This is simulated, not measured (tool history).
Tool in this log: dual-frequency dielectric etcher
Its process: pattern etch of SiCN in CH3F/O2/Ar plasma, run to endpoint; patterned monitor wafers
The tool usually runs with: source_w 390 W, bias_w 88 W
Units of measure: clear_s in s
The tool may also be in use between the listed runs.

run,hour,source_w,bias_w,wafers since the last listed run,hours since the last wet clean,hours since the last source power generator calibration,hours since the last bias power generator calibration,hours since the last upper electrode change,"incoming incoming film thickness, nm",clear_s
1,0,390,88,0,379.4,277.4,2720.5,3049.4,6.74,16
# hour 24.6: wet clean of the chamber
2,64.7,390,88,707,40.1,342.1,2785.2,3114.1,6.76,16
3,145,390,88,1396,120.4,422.4,2865.5,3194.4,6.68,15.8
4,200.6,390,88,967,176,478,2921.1,3250,6.72,15.9
5,297.1,390,88,1678,272.5,574.5,3017.6,3346.5,6.68,15.8
6,337.3,390,71,699,312.7,614.7,3057.8,3386.7,6.68,16.5
7,425.2,390,88,1528,400.6,702.6,3145.7,3474.6,6.77,15.9
# hour 457.2: wet clean of the chamber
8,478.6,390,88,511,21.4,756,3199.1,3528,6.7,16
9,571.2,390,75,1610,114,848.6,3291.7,3620.6,6.73,16.6
10,728.5,390,75,2735,271.3,1005.9,3449,3777.9,6.65,16.4
11,782.9,390,75,946,325.7,1060.3,3503.4,3832.3,6.68,16.5
# hour 829.5: wet clean of the chamber
12,889.5,460,104,1436,60,1166.9,3610,3938.9,6.73,14.7
13,943.7,320,99,942,114.2,1221.1,3664.2,3993.1,6.79,16.7
14,1159.2,390,88,3747,329.7,1436.6,3879.7,4208.6,6.65,15.8
# hour 1203.1: wet clean of the chamber
15,1203.6,390,66,354,0.5,1481,3924.1,4253,6.71,17.3
16,1234.9,430,108,544,31.8,1512.3,3955.4,4284.3,6.73,14.9
17,1286,390,88,888,82.9,1563.4,4006.5,4335.4,6.66,16
# hour 1328.9: source power generator calibrated
18,1372,290,94,1426,168.9,43.1,4092.5,4421.4,6.73,17.1
# hour 1449.3: bias power generator calibrated
19,1449.8,390,88,1283,246.7,120.9,0.5,4499.2,6.75,16.1
20,1546,360,102,1673,342.9,217.1,96.7,4595.4,6.73,15.8
# hour 1572.8: wet clean of the chamber
# hour 1627.3: upper electrode replaced
21,1765.7,350,71,2986,192.9,436.8,316.4,138.4,6.68,17.2
22,1822.6,460,99,989,249.8,493.7,373.3,195.3,6.68,14.8
# hour 2040.6: wet clean of the chamber
23,2056.6,330,68,3652,16,727.7,607.3,429.3,6.66,17.8

Consider 3 possible next runs. They are alternatives, not a sequence: every one starts from the tool as it was left by run 23. What does each give?
A,2057,390,95,6,16.4,728.1,607.7,429.7,6.68,?
B,2057,470,73,6,16.4,728.1,607.7,429.7,6.68,?
C,2057,450,69,6,16.4,728.1,607.7,429.7,6.68,?

run,clear_s
A,15.7
B,15.9
C,16.4
Without the tool's hidden state the same runs would have given:
run,clear_s
A,15.7
B,15.8
C,16.3
